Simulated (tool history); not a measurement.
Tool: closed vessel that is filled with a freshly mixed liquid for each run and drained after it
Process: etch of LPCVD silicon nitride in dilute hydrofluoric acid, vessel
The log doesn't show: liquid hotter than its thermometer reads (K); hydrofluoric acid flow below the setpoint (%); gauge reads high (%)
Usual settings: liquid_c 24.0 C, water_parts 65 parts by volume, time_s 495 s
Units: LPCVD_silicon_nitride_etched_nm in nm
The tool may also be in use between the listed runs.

run    hour  liquid_c  water_parts  time_s  wafers since the last listed run  hours since the thermometer was replaced  hours since the hydrofluoric acid flow meter was replaced  hours since the gauge calibration  read-back film thickness of the LPCVD silicon nitride reference wafer, read on the same gauge (nm)  LPCVD_silicon_nitride_etched_nm
  1     0.0      24.0           65     495                                 0                                     458.8                                                     1615.7                             1017.1                                                                                              40.004                            4.467
  2    76.7      24.0           65     495                              7013                                     535.5                                                     1692.4                             1093.8                                                                                              39.966                            4.486
       78.4  -- thermometer replaced
  3   150.5      24.0           65     495                              6656                                      72.1                                                     1766.2                             1167.6                                                                                              40.010                            4.287
  4   239.4      24.0           65     495                              8128                                     161.0                                                     1855.1                             1256.5                                                                                              39.975                            4.264
  5   344.6      24.0           50     495                              9619                                     266.2                                                     1960.3                             1361.7                                                                                              40.027                            5.636
  6   422.1      24.0           65     495                              7086                                     343.7                                                     2037.8                             1439.2                                                                                              40.010                            4.440
  7   523.7      24.0           65     495                              9290                                     445.3                                                     2139.4                             1540.8                                                                                              39.986                            4.498
      538.2  -- hydrofluoric acid flow meter replaced
  8   565.6      24.0           65     495                              3739                                     487.2                                                       27.4                             1582.7                                                                                              40.017                            4.404
      621.3  -- thermometer replaced
  9   662.8      24.0           85     495                              8796                                      41.5                                                      124.6                             1679.9                                                                                              40.006                            3.589
 10   699.6      24.0           85     495                              3364                                      78.3                                                      161.4                             1716.7                                                                                              40.031                            3.579
      765.8  -- gauge calibrated
 11   788.6      24.0           50     395                              8137                                     167.3                                                      250.4                               22.8                                                                                              40.002                            4.918
 12   875.1      24.0           50     395                              7909                                     253.8                                                      336.9                              109.3                                                                                              39.998                            4.959
 13   920.4      24.0           65     495                              4142                                     299.1                                                      382.2                              154.6                                                                                              40.009                            4.733
 14   991.8      27.0           85     365                              6528                                     370.5                                                      453.6                              226.0                                                                                              39.978                            3.286
     1023.1  -- thermometer replaced, repeated, since the last time left the tool worse
 15  1086.9      25.5           75     395                              8604                                      63.8                                                      548.7                              321.1                                                                                              40.026                            3.288
 16  1130.5      24.0           65     495                              3986                                     107.4                                                      592.3                              364.7                                                                                              39.979                            4.348
 17  1166.7      24.0           65     730                              3310                                     143.6                                                      628.5                              400.9                                                                                              39.983                            6.452
 18  1261.1      24.0           65     495                              8631                                     238.0                                                      722.9                              495.3                                                                                              40.025                            4.357
 19  1340.9      24.0           65     325                              7296                                     317.8                                                      802.7                              575.1                                                                                              39.979                            2.888
 20  1407.5      20.5           85     495                              6089                                     384.4                                                      869.3                              641.7                                                                                              39.983                            2.706
 21  1492.4      19.5           65     215                              7763                                     469.3                                                      954.2                              726.6                                                                                              39.995                            1.437
 22  1544.6      24.0           35     675                              4773                                     521.5                                                     1006.4                              778.8                                                                                              40.013                           11.211
     1598.1  -- thermometer replaced
 23  1679.2      25.5           45     740                             12216                                      81.1                                                     1141.0                              913.4                                                                                              40.003                           10.445
 24  1736.4      24.0           40     205                              5230                                     138.3                                                     1198.2                              970.6                                                                                              40.008                            2.877

5 ways to go on from here, each from the tool as it stands after run 24. What would each give?
  A  1737.2      19.5           65     495                                73                                     139.1                                                     1199.0                              971.4                                                                                                   ?                                ?
  B  1737.2      22.5           80     270                                73                                     139.1                                                     1199.0                              971.4                                                                                                   ?                                ?
  C  1737.2      27.5           90     495                                73                                     139.1                                                     1199.0                              971.4                                                                                                   ?                                ?
  D  1737.2      27.0           45     780                                73                                     139.1                                                     1199.0                              971.4                                                                                                   ?                                ?
  E  1737.2      19.5           65     395                                73                                     139.1                                                     1199.0                              971.4                                                                                                   ?                                ?

run  read-back film thickness of the LPCVD silicon nitride reference wafer, read on the same gauge (nm)  LPCVD_silicon_nitride_etched_nm
  A                                                                                              40.010                            3.234
  B                                                                                              40.010                            1.766
  C                                                                                              40.010                            4.001
  D                                                                                              40.010                           12.120
  E                                                                                              40.010                            2.581
Without the tool's hidden state the same runs would have given:
run  LPCVD_silicon_nitride_etched_nm
  A                            3.146
  B                            1.719
  C                            3.899
  D                           11.804
  E                            2.511

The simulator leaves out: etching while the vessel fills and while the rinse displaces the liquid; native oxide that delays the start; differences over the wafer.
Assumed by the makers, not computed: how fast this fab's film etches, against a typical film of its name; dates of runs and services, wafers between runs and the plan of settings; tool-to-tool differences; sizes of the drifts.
